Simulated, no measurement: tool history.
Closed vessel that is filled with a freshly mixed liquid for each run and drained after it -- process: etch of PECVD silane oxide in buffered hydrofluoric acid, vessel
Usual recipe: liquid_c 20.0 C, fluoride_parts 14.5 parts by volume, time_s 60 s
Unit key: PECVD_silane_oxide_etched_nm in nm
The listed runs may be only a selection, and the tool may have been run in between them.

run	day	liquid_c	fluoride_parts	time_s	wafers since the last listed run	hours since the thermometer was replaced	hours since the hydrofluoric acid flow meter was replaced	hours since the gauge calibration	read-back film thickness of the PECVD silane oxide reference wafer, read on the same gauge (nm)	PECVD_silane_oxide_etched_nm
1	0.000	20.0	14.5	60	0	1174.6	689.5	275.5	30.04	63.01
2	8.379	22.0	14.5	60	28273	1375.7	890.6	476.6	30.06	71.31
3	11.050	19.0	14.5	60	9012	1439.8	954.7	540.7	30.05	60.25
4	13.562	19.0	14.5	60	8477	1500.1	1015.0	601.0	29.96	60.64
5	15.333	20.0	14.5	60	5975	1542.6	1057.5	643.5	30.02	64.92
6	16.983	20.0	14.5	60	5567	1582.2	1097.1	683.1	29.99	64.25
7	18.483	20.0	14.5	60	5061	1618.2	1133.1	719.1	30.01	65.40
8	20.629	20.0	14.5	50	7240	1669.7	1184.6	770.6	29.94	54.24
9	24.575	20.0	14.5	50	13314	1764.4	1279.3	865.3	29.99	55.11
10	27.746	20.0	17.0	60	10699	1840.5	1355.4	941.4	30.03	56.74
11	30.421	20.0	14.5	70	9026	1904.7	1419.6	1005.6	29.98	77.73
12	34.662	20.0	14.5	60	14312	2006.5	1521.4	1107.4	30.01	67.44
13	36.179	20.0	9.5	30	5117	2042.9	1557.8	1143.8	29.94	49.01
14	39.992	20.0	14.5	60	12864	2134.4	1649.3	1235.3	30.00	66.74
15	42.117	25.0	10.5	80	7170	2185.4	1700.3	1286.3	29.97	156.76
# day 42.762: gauge calibrated
16	43.912	22.0	9.5	90	6059	2228.5	1743.4	27.6	29.96	166.80
# day 47.025: hydrofluoric acid flow meter replaced
17	47.154	20.0	14.5	60	10797	2306.3	3.1	105.4	29.96	59.82
18	51.529	24.0	14.5	85	14762	2411.3	108.1	210.4	29.96	106.12
19	54.650	22.0	19.5	35	10530	2486.2	183.0	285.3	30.01	29.93
# day 55.450: thermometer replaced
20	59.071	20.0	12.5	60	14776	86.9	289.1	391.4	30.05	70.37
21	69.729	18.0	19.5	50	35964	342.7	544.9	647.2	29.96	34.99

Here are 3 independent what-if runs from the current tool condition. What would each one return?
A	69.758	20.0	16.5	60	98	343.4	545.6	647.9	?	?
B	69.758	23.5	14.5	40	98	343.4	545.6	647.9	?	?
C	69.758	17.0	14.5	60	98	343.4	545.6	647.9	?	?

run	read-back film thickness of the PECVD silane oxide reference wafer, read on the same gauge (nm)	PECVD_silane_oxide_etched_nm
A	29.95	54.69
B	29.95	50.26
C	29.95	52.40
Had the tool no hidden state, the same runs would have come out as:
run	PECVD_silane_oxide_etched_nm
A	52.54
B	48.29
C	50.35

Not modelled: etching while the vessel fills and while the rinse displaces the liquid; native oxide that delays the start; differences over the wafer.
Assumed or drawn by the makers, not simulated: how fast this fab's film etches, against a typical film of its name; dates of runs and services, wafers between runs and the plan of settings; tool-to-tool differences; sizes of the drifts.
